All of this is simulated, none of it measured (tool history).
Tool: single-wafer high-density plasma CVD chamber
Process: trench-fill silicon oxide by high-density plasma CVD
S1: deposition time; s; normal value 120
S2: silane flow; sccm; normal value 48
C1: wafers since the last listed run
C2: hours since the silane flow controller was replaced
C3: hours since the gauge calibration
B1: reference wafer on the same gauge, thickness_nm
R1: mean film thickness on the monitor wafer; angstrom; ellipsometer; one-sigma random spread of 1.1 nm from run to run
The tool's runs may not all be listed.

| run | day | S1 | S2 | C1 | C2 | C3 | B1 | R1 |
|---|---|---|---|---|---|---|---|---|
| 1 | 0 | 120 | 48 | 0 | 2612.7 | 659.8 | 612.835 | 5236.69 |
|  | 0.667 | gauge calibrated |
| 2 | 4.429 | 120 | 48 | 1784 | 2719 | 90.3 | 612.712 | 5234.93 |
| 3 | 8.6 | 120 | 42 | 1680 | 2819.1 | 190.4 | 613.11 | 4575.68 |
| 4 | 19.225 | 120 | 42 | 4281 | 3074.1 | 445.4 | 612.536 | 4565.65 |
| 5 | 23.121 | 120 | 42 | 1569 | 3167.6 | 538.9 | 613.687 | 4551.03 |
| 6 | 24.929 | 120 | 48 | 728 | 3211 | 582.3 | 613.176 | 5206.09 |
| 7 | 28.754 | 120 | 48 | 1541 | 3302.8 | 674.1 | 612.411 | 5190 |
| 8 | 30.388 | 120 | 42 | 658 | 3342 | 713.3 | 613.086 | 4528.77 |
|  | 31.225 | gauge calibrated |
|  | 32.612 | silane flow controller replaced |
| 9 | 32.988 | 135 | 43 | 913 | 9 | 42.3 | 612.984 | 5515.59 |
| 10 | 36.242 | 140 | 39 | 1311 | 87.1 | 120.4 | 613.109 | 5189.51 |
| 11 | 39.062 | 139 | 41 | 1136 | 154.8 | 188.1 | 613.379 | 5380.77 |
| 12 | 42.975 | 102 | 42 | 1576 | 248.7 | 282 | 613.044 | 4045.48 |
| 13 | 47.462 | 140 | 41 | 1808 | 356.4 | 389.7 | 613.47 | 5393.04 |
| 14 | 50.096 | 120 | 42 | 1061 | 419.6 | 452.9 | 612.563 | 4759.55 |

State the hidden condition of the tool at each of the runs:
gauge reads high (%): 0 in every run
H1: delivered silane flow above the setpoint (%)
| run | H1 |
|---|---|
| 1 | -4.11 |
| 2 | -4.29 |
| 3 | -4.45 |
| 4 | -4.88 |
| 5 | -5.04 |
| 6 | -5.12 |
| 7 | -5.27 |
| 8 | -5.34 |
| 9 | -0.342 |
| 10 | -0.473 |
| 11 | -0.588 |
| 12 | -0.746 |
| 13 | -0.928 |
| 14 | -1.03 |
